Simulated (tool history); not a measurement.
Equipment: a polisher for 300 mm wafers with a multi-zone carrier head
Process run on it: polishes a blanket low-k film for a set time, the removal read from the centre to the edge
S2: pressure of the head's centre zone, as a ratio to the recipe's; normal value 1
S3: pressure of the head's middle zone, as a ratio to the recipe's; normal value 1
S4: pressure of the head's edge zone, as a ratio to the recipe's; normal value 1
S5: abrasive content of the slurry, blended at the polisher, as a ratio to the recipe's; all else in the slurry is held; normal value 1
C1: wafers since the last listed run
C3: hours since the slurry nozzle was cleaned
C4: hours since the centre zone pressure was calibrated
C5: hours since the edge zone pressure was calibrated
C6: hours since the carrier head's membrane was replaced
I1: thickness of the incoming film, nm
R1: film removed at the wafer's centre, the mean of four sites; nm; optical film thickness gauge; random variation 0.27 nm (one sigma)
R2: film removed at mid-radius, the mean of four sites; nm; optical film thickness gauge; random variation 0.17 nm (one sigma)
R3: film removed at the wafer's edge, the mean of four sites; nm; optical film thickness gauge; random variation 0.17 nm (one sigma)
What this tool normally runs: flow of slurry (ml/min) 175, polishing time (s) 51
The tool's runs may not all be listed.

run 1 day=0 | flow_of_slurry_(ml/min)=175 S2=1 S3=1 S4=1 S5=1 polishing_time_(s)=51 | C1=0 wafers_polished_on_this_pad=1398 C3=75 C4=721.1 C5=395.3 C6=452.8 | I1=575.3 | R1=20.2 R2=18.4 R3=19.3
-- day=0.883 carrier head's membrane replaced by a new one
run 2 day=2.042 | flow_of_slurry_(ml/min)=175 S2=1 S3=1 S4=1 S5=1 polishing_time_(s)=51 | C1=511 wafers_polished_on_this_pad=1909 C3=124 C4=770.1 C5=444.3 C6=27.8 | I1=566.6 | R1=19.6 R2=18.8 R3=19.1
-- day=5.433 worn pad replaced by a new one
run 3 day=6.192 | flow_of_slurry_(ml/min)=175 S2=1 S3=1 S4=1 S5=1 polishing_time_(s)=51 | C1=1110 wafers_polished_on_this_pad=211 C3=223.6 C4=869.7 C5=543.9 C6=127.4 | I1=577.9 | R1=20.2 R2=18.7 R3=19.4
run 4 day=8.575 | flow_of_slurry_(ml/min)=175 S2=1 S3=1 S4=0.97 S5=1 polishing_time_(s)=51 | C1=664 wafers_polished_on_this_pad=876 C3=280.8 C4=926.9 C5=601.1 C6=184.6 | I1=568.1 | R1=19.5 R2=18.6 R3=19.1
run 5 day=12.871 | flow_of_slurry_(ml/min)=175 S2=0.93 S3=1 S4=1 S5=1 polishing_time_(s)=51 | C1=1197 wafers_polished_on_this_pad=2073 C3=383.9 C4=1030 C5=704.2 C6=287.7 | I1=578.8 | R1=18.2 R2=18.5 R3=19.1
-- day=14.183 worn pad replaced by a new one
run 6 day=14.817 | flow_of_slurry_(ml/min)=175 S2=0.93 S3=1 S4=1 S5=1 polishing_time_(s)=51 | C1=495 wafers_polished_on_this_pad=176 C3=430.6 C4=1076.7 C5=750.9 C6=334.4 | I1=571.9 | R1=18.7 R2=18.7 R3=19.4
run 7 day=18.658 | flow_of_slurry_(ml/min)=175 S2=0.93 S3=1 S4=1 S5=1 polishing_time_(s)=51 | C1=1070 wafers_polished_on_this_pad=1247 C3=522.8 C4=1168.9 C5=843.1 C6=426.6 | I1=559.5 | R1=18.7 R2=18.4 R3=19.6
run 8 day=22.142 | flow_of_slurry_(ml/min)=175 S2=1 S3=1 S4=1 S5=1 polishing_time_(s)=51 | C1=970 wafers_polished_on_this_pad=2218 C3=606.4 C4=1252.5 C5=926.7 C6=510.2 | I1=578 | R1=20.1 R2=18.7 R3=19.4
-- day=22.946 carrier head's membrane replaced by a new one
-- day=23.096 centre zone pressure recalibrated
-- day=24.392 worn pad replaced by a new one
run 9 day=26.5 | flow_of_slurry_(ml/min)=160 S2=1 S3=1 S4=1 S5=1.15 polishing_time_(s)=51 | C1=1087 wafers_polished_on_this_pad=587 C3=711 C4=81.7 C5=1031.3 C6=85.3 | I1=569.5 | R1=22.2 R2=19.3 R3=20.7
-- day=27.321 slurry nozzle cleaned
run 10 day=30.767 | flow_of_slurry_(ml/min)=175 S2=1 S3=1 S4=1 S5=1 polishing_time_(s)=65 | C1=1177 wafers_polished_on_this_pad=1764 C3=82.7 C4=184.1 C5=1133.7 C6=187.7 | I1=575.5 | R1=27.6 R2=23.5 R3=24.3
-- day=32.367 worn pad replaced by a new one
-- day=32.529 edge zone pressure recalibrated
run 11 day=33.262 | flow_of_slurry_(ml/min)=175 S2=1 S3=1 S4=1 S5=1 polishing_time_(s)=51 | C1=626 wafers_polished_on_this_pad=226 C3=142.6 C4=244 C5=17.6 C6=247.6 | I1=578.2 | R1=21.4 R2=18.5 R3=19.4
-- day=34.496 centre zone pressure recalibrated, repeated, since the last time left the tool worse
run 12 day=35.1 | flow_of_slurry_(ml/min)=175 S2=1 S3=1 S4=1.11 S5=1.1 polishing_time_(s)=51 | C1=488 wafers_polished_on_this_pad=715 C3=186.7 C4=14.5 C5=61.7 C6=291.7 | I1=564.8 | R1=19.5 R2=19.4 R3=21
run 13 day=38.033 | flow_of_slurry_(ml/min)=175 S2=0.95 S3=0.88 S4=1 S5=0.85 polishing_time_(s)=44 | C1=817 wafers_polished_on_this_pad=1533 C3=257.1 C4=84.9 C5=132.1 C6=362.1 | I1=560.7 | R1=14.6 R2=13.1 R3=15.7
-- day=40.321 worn pad replaced by a new one
run 14 day=40.788 | flow_of_slurry_(ml/min)=175 S2=1 S3=1 S4=1 S5=1 polishing_time_(s)=51 | C1=721 wafers_polished_on_this_pad=129 C3=323.2 C4=151 C5=198.2 C6=428.2 | I1=571.2 | R1=18.9 R2=18.6 R3=19.2
run 15 day=43.442 | flow_of_slurry_(ml/min)=175 S2=1 S3=1 S4=1 S5=1 polishing_time_(s)=51 | C1=739 wafers_polished_on_this_pad=869 C3=386.9 C4=214.7 C5=261.9 C6=491.9 | I1=567.9 | R1=19.2 R2=18.5 R3=19
-- day=44.117 carrier head's membrane replaced by a new one
run 16 day=45.875 | flow_of_slurry_(ml/min)=175 S2=1 S3=1 S4=1 S5=1 polishing_time_(s)=37 | C1=620 wafers_polished_on_this_pad=1490 C3=445.3 C4=273.1 C5=320.3 C6=42.2 | I1=569 | R1=14.1 R2=13.4 R3=13.8

What if the next run were any one of these 5? Each begins from the tool's condition after run 16:
run A day=45.892 | flow_of_slurry_(ml/min)=125 S2=1 S3=1 S4=1 S5=1 polishing_time_(s)=51 | C1=4 wafers_polished_on_this_pad=1494 C3=445.7 C4=273.5 C5=320.7 C6=42.6 | I1=571.5 | R1=? R2=? R3=?
run B day=45.892 | flow_of_slurry_(ml/min)=175 S2=1 S3=0.91 S4=1 S5=1 polishing_time_(s)=51 | C1=4 wafers_polished_on_this_pad=1494 C3=445.7 C4=273.5 C5=320.7 C6=42.6 | I1=571.5 | R1=? R2=? R3=?
run C day=45.892 | flow_of_slurry_(ml/min)=175 S2=0.96 S3=1.12 S4=1.09 S5=0.75 polishing_time_(s)=51 | C1=4 wafers_polished_on_this_pad=1494 C3=445.7 C4=273.5 C5=320.7 C6=42.6 | I1=571.5 | R1=? R2=? R3=?
run D day=45.892 | flow_of_slurry_(ml/min)=175 S2=1 S3=1 S4=1.05 S5=1 polishing_time_(s)=51 | C1=4 wafers_polished_on_this_pad=1494 C3=445.7 C4=273.5 C5=320.7 C6=42.6 | I1=571.5 | R1=? R2=? R3=?
run E day=45.892 | flow_of_slurry_(ml/min)=175 S2=0.96 S3=1.05 S4=1 S5=1 polishing_time_(s)=51 | C1=4 wafers_polished_on_this_pad=1494 C3=445.7 C4=273.5 C5=320.7 C6=42.6 | I1=571.5 | R1=? R2=? R3=?

run=A R1=18.2 R2=17.4 R3=18.3
run=B R1=19.4 R2=17 R3=19.1
run=C R1=16.4 R2=17.8 R3=17.5
run=D R1=19.4 R2=18.4 R3=19.6
run=E R1=18.7 R2=19.2 R3=19.1
With the hidden condition removed and each run's random variation left untouched, the same runs would have given:
run=A R1=17.5 R2=17.4 R3=18.3
run=B R1=18.7 R2=17 R3=19.1
run=C R1=15.8 R2=17.8 R3=17.5
run=D R1=18.7 R2=18.4 R3=19.6
run=E R1=18 R2=19.2 R3=19.1
